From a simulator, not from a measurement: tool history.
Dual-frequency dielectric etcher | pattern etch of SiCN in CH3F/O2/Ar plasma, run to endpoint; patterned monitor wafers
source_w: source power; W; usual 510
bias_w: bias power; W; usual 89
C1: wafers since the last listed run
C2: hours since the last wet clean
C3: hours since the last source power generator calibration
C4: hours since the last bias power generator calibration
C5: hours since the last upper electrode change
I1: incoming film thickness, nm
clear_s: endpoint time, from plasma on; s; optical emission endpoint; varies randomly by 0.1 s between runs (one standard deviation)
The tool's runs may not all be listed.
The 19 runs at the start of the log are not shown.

{"run": 20, "hour": 525.2, "source_w": 510, "bias_w": 81, "C1": 1619, "C2": 398, "C3": 198.1, "C4": 188.1, "C5": 6152.1, "I1": 6.74, "clear_s": 19.7}
{"hour": 561.1, "done": "wet clean of the chamber"}
{"hour": 576.0, "done": "upper electrode replaced"}
{"run": 21, "hour": 576.5, "source_w": 430, "bias_w": 109, "C1": 199, "C2": 15.4, "C3": 249.4, "C4": 239.4, "C5": 0.5, "I1": 6.86, "clear_s": 17.7}
{"run": 22, "hour": 588.9, "source_w": 630, "bias_w": 104, "C1": 199, "C2": 27.8, "C3": 261.8, "C4": 251.8, "C5": 12.9, "I1": 6.78, "clear_s": 16.3}
{"run": 23, "hour": 610.0, "source_w": 510, "bias_w": 89, "C1": 340, "C2": 48.9, "C3": 282.9, "C4": 272.9, "C5": 34, "I1": 6.78, "clear_s": 18.2}
{"run": 24, "hour": 635.8, "source_w": 510, "bias_w": 89, "C1": 415, "C2": 74.7, "C3": 308.7, "C4": 298.7, "C5": 59.8, "I1": 6.77, "clear_s": 18.3}
{"run": 25, "hour": 655.5, "source_w": 590, "bias_w": 98, "C1": 317, "C2": 94.4, "C3": 328.4, "C4": 318.4, "C5": 79.5, "I1": 6.81, "clear_s": 16.9}
{"run": 26, "hour": 679.8, "source_w": 580, "bias_w": 68, "C1": 391, "C2": 118.7, "C3": 352.7, "C4": 342.7, "C5": 103.8, "I1": 6.91, "clear_s": 19.6}
{"run": 27, "hour": 711.1, "source_w": 640, "bias_w": 68, "C1": 504, "C2": 150, "C3": 384, "C4": 374, "C5": 135.1, "I1": 6.76, "clear_s": 18.7}
{"run": 28, "hour": 734.6, "source_w": 410, "bias_w": 99, "C1": 378, "C2": 173.5, "C3": 407.5, "C4": 397.5, "C5": 158.6, "I1": 6.89, "clear_s": 19.2}
{"run": 29, "hour": 767.4, "source_w": 630, "bias_w": 108, "C1": 528, "C2": 206.3, "C3": 440.3, "C4": 430.3, "C5": 191.4, "I1": 6.74, "clear_s": 16.4}
{"run": 30, "hour": 802.1, "source_w": 400, "bias_w": 74, "C1": 559, "C2": 241, "C3": 475, "C4": 465, "C5": 226.1, "I1": 6.79, "clear_s": 20.9}

Here are 5 independent what-if runs from the current tool condition. What would each one return?
{"run": "A", "hour": 802.5, "source_w": 510, "bias_w": 78, "C1": 6, "C2": 241.4, "C3": 475.4, "C4": 465.4, "C5": 226.5, "I1": 6.81, "clear_s": "?"}
{"run": "B", "hour": 802.5, "source_w": 440, "bias_w": 110, "C1": 6, "C2": 241.4, "C3": 475.4, "C4": 465.4, "C5": 226.5, "I1": 6.81, "clear_s": "?"}
{"run": "C", "hour": 802.5, "source_w": 420, "bias_w": 89, "C1": 6, "C2": 241.4, "C3": 475.4, "C4": 465.4, "C5": 226.5, "I1": 6.81, "clear_s": "?"}
{"run": "D", "hour": 802.5, "source_w": 640, "bias_w": 81, "C1": 6, "C2": 241.4, "C3": 475.4, "C4": 465.4, "C5": 226.5, "I1": 6.81, "clear_s": "?"}
{"run": "E", "hour": 802.5, "source_w": 510, "bias_w": 76, "C1": 6, "C2": 241.4, "C3": 475.4, "C4": 465.4, "C5": 226.5, "I1": 6.81, "clear_s": "?"}

run=A clear_s=19.4
run=B clear_s=18.1
run=C clear_s=19.6
run=D clear_s=18.1
run=E clear_s=19.6
Stripped of hidden state, with their random variation kept, the same runs would have yielded:
run=A clear_s=19
run=B clear_s=17.7
run=C clear_s=19.2
run=D clear_s=17.7
run=E clear_s=19.2
